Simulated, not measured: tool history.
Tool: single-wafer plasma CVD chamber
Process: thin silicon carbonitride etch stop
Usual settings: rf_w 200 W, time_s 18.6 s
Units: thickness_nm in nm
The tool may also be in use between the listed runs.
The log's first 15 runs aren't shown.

| run | day | rf_w | time_s | wafers since the last listed run | hours since the last thermocouple change | hours since the last RF generator calibration | hours since the showerhead was replaced | hours since the gauge calibration | read-back reference wafer on the same gauge, thickness_nm | thickness_nm |
|---|---|---|---|---|---|---|---|---|---|---|
| 16 | 15.275 | 200 | 18.6 | 306 | 12.3 | 2396.9 | 6728.4 | 547.3 | 10.443 | 9.745 |
| 17 | 15.958 | 200 | 17.0 | 425 | 28.7 | 2413.3 | 6744.8 | 563.7 | 10.440 | 8.902 |
|  | 16.442 | gauge calibrated |
| 18 | 17.317 | 225 | 16.3 | 846 | 61.3 | 2445.9 | 6777.4 | 21.0 | 10.448 | 8.792 |
|  | 17.967 | RF generator calibrated |
| 19 | 17.988 | 210 | 18.6 | 210 | 77.4 | 0.5 | 6793.5 | 37.1 | 10.436 | 10.073 |
| 20 | 18.517 | 160 | 15.3 | 329 | 90.1 | 13.2 | 6806.2 | 49.8 | 10.439 | 7.772 |
| 21 | 19.842 | 200 | 18.6 | 825 | 121.9 | 45.0 | 6838.0 | 81.6 | 10.440 | 9.958 |
| 22 | 20.762 | 200 | 18.6 | 573 | 144.0 | 67.1 | 6860.1 | 103.7 | 10.443 | 9.949 |
| 23 | 22.108 | 200 | 15.2 | 838 | 176.3 | 99.4 | 6892.4 | 136.0 | 10.433 | 8.128 |
| 24 | 23.112 | 190 | 15.5 | 625 | 200.4 | 123.5 | 6916.5 | 160.1 | 10.439 | 8.213 |

Forecast run 25:
| 25 | 23.912 | 200 | 20.8 | 498 | 219.6 | 142.7 | 6935.7 | 179.3 | ? | ? |

{"run 25": {"read-back reference wafer on the same gauge, thickness_nm": 10.439, "thickness_nm": 11.133}}
Without the tool's hidden state the same run would have given thickness_nm 11.169 nm.
